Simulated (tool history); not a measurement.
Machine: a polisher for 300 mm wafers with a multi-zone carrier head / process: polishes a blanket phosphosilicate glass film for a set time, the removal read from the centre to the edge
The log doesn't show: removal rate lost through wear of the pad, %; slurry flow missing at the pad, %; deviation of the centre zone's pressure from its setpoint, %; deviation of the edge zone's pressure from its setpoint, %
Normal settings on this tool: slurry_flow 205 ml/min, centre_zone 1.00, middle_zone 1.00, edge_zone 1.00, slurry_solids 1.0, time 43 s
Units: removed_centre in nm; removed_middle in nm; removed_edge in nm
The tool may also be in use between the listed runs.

run,day,slurry_flow,centre_zone,middle_zone,edge_zone,slurry_solids,time,wafers since the last listed run,wafers polished on this pad,hours since the slurry nozzle was cleaned,hours since the centre zone pressure was calibrated,hours since the edge zone pressure was calibrated,hours since the carrier head's membrane was replaced,"incoming thickness of the incoming film, nm",removed_centre,removed_middle,removed_edge
1,0.000,205,1.09,1.00,1.00,1.0,43,0,245,77.2,214.7,300.9,698.3,4543.1,639.8,615.8,608.2
2,2.379,205,1.09,1.00,1.00,1.0,43,489,735,134.3,271.8,358.0,755.4,4426.6,626.2,606.8,608.6
3,4.204,205,1.09,1.00,1.00,1.0,43,375,1110,178.1,315.6,401.8,799.2,4483.6,616.5,610.8,587.5
4,5.375,230,1.00,1.00,1.00,1.0,43,241,1351,206.2,343.7,429.9,827.3,4487.2,574.3,600.8,594.3
# day 7.012: worn pad replaced by a new one
5,7.033,230,1.00,1.00,1.00,1.0,43,307,4,246.0,383.5,469.7,867.1,4477.1,600.8,634.1,623.0
6,12.571,230,1.00,1.00,1.00,1.0,43,1139,1144,378.9,516.4,602.6,1000.0,4499.3,586.0,617.4,598.7
# day 13.671: slurry nozzle cleaned
# day 14.771: worn pad replaced by a new one
7,14.854,205,1.00,1.00,1.00,1.0,43,427,17,28.4,571.2,657.4,1054.8,4549.9,588.0,627.4,603.9
8,17.671,205,1.00,1.00,1.00,1.0,43,579,597,96.0,638.8,725.0,1122.4,4417.4,578.6,615.4,596.4
9,20.212,270,1.00,1.11,1.06,1.0,43,523,1120,157.0,699.8,786.0,1183.4,4396.4,596.5,693.0,609.5
10,21.954,205,1.00,1.00,1.00,1.0,43,358,1478,198.8,741.6,827.8,1225.2,4482.6,558.8,577.6,567.1
# day 22.679: worn pad replaced by a new one
# day 22.900: carrier head's membrane replaced by a new one, of another model than before
11,23.442,205,1.00,1.00,1.00,1.0,43,229,113,234.5,777.3,863.5,13.0,4432.6,591.5,623.9,620.3
# day 24.500: centre zone pressure recalibrated
12,27.946,205,1.00,0.94,1.00,1.0,50,910,1023,342.6,82.7,971.6,121.1,4439.8,661.7,644.4,695.3
# day 28.075: edge zone pressure recalibrated
13,29.062,185,1.00,1.10,1.00,1.0,56,212,1236,369.4,109.5,23.7,147.9,4420.0,734.9,869.9,752.6
# day 30.779: worn pad replaced by a new one
14,30.800,205,1.00,1.00,1.00,1.0,43,323,3,411.1,151.2,65.4,189.6,4533.4,586.8,619.4,598.9
# day 33.271: slurry nozzle cleaned
15,33.438,205,0.88,1.00,1.00,1.1,43,534,538,4.0,214.5,128.7,252.9,4514.0,507.7,648.0,647.3
16,34.750,250,0.93,0.97,1.00,1.0,43,270,808,35.5,246.0,160.2,284.4,4506.8,541.1,611.8,621.4
17,36.350,205,1.00,0.96,0.91,0.9,43,329,1137,73.9,284.4,198.6,322.8,4499.1,537.2,524.2,543.6

Below are 3 alternative next runs, each starting from the tool's condition after run 17. Predict each:
A,36.367,205,1.00,1.00,1.00,1.0,43,3,1141,74.3,284.8,199.0,323.2,4443.7,?,?,?
B,36.367,275,1.04,0.95,1.05,1.0,43,3,1141,74.3,284.8,199.0,323.2,4443.7,?,?,?
C,36.367,155,1.04,1.00,1.00,1.0,43,3,1141,74.3,284.8,199.0,323.2,4443.7,?,?,?

run,removed_centre,removed_middle,removed_edge
A,567.7,609.0,600.4
B,627.8,587.3,630.3
C,568.0,578.2,578.2
Had the tool no hidden state, the same runs would have come out as:
run,removed_centre,removed_middle,removed_edge
A,586.0,628.6,619.7
B,648.0,606.2,650.6
C,586.3,596.8,596.8
